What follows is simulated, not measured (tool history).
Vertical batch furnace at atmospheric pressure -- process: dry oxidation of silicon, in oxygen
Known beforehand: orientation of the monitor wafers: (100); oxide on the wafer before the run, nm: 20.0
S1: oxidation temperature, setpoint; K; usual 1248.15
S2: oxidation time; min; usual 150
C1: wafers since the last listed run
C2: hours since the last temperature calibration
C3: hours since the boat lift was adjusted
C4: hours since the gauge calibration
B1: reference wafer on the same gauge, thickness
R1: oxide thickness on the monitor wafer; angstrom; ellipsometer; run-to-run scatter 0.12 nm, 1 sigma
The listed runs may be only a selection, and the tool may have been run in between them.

run,hour,S1,S2,C1,C2,C3,C4,B1,R1
1,0,1248.15,150,0,4727.5,2333.3,222.6,75.39,808.4
2,17.6,1248.15,150,103,4745.1,2350.9,240.2,75.4,811.5
3,33.6,1248.15,150,93,4761.1,2366.9,256.2,75.39,809.4
4,50.4,1248.15,150,98,4777.9,2383.7,273,75.39,806.8
5,72.6,1248.15,150,130,4800.1,2405.9,295.2,75.39,808.5
6,111,1233.15,97.5,224,4838.5,2444.3,333.6,75.37,569.6
7,138,1248.15,150,158,4865.5,2471.3,360.6,75.41,808.1
8,154.7,1248.15,134.5,97,4882.2,2488,377.3,75.39,758
9,180.5,1248.15,134.5,151,4908,2513.8,403.1,75.4,756.1
10,208.5,1248.15,134.5,164,4936,2541.8,431.1,75.38,756.2
11,246.5,1242.15,150,222,4974,2579.8,469.1,75.38,778.7
# hour 276: boat lift adjusted
12,276.5,1238.15,176.5,35,5004,0.5,499.1,75.39,862.5
13,285.4,1238.15,176.5,52,5012.9,9.4,508,75.39,863.5
14,297,1248.15,150,67,5024.5,21,519.6,75.43,832
15,313.7,1258.15,100,97,5041.2,37.7,536.3,75.37,689.4
16,336.3,1265.15,150,132,5063.8,60.3,558.9,75.43,934
17,348.3,1234.15,191,70,5075.8,72.3,570.9,75.4,883.9
# hour 378: thermocouples replaced and temperature profile calibrated
18,378.5,1233.15,82,36,0.5,102.5,601.1,75.38,529.4
19,400.6,1248.15,113.5,129,22.6,124.6,623.2,75.4,696
20,415,1256.15,115,84,37,139,637.6,75.41,740.1
21,431,1260.15,150,93,53,155,653.6,75.42,896.8
# hour 437.1: gauge calibrated
22,453.1,1248.15,150,129,75.1,177.1,16,75.41,827.1
23,464.1,1248.15,150,64,86.1,188.1,27,75.41,827.4
24,479.4,1238.15,176.5,89,101.4,203.4,42.3,75.38,860.7
25,493.2,1262.15,116,80,115.2,217.2,56.1,75.38,773.3
26,518.3,1234.15,124,147,140.3,242.3,81.2,75.38,671.6
27,536.4,1259.15,208,106,158.4,260.4,99.3,75.42,1095.6
28,551.4,1256.15,118,87,173.4,275.4,114.3,75.4,748.9
29,565.7,1248.15,150,83,187.7,289.7,128.6,75.41,823.8
30,589.5,1248.15,83,139,211.5,313.5,152.4,75.42,578.2
31,600,1225.15,80,61,222,324,162.9,75.4,493.6
32,621.4,1263.15,170.5,125,243.4,345.4,184.3,75.39,991.5

4 ways to go on from here, each from the tool as it stands after run 32. What would each give?
A,628.3,1248.15,150,40,250.3,352.3,191.2,?,?
B,628.3,1256.15,150,40,250.3,352.3,191.2,?,?
C,628.3,1226.15,90.5,40,250.3,352.3,191.2,?,?
D,628.3,1227.15,150,40,250.3,352.3,191.2,?,?

run,B1,R1
A,75.4,824.6
B,75.4,868.3
C,75.4,531.1
D,75.4,716.6
What these runs would have given with no unlogged condition in the tool:
run,R1
A,833.6
B,878.8
C,537.6
D,726.1
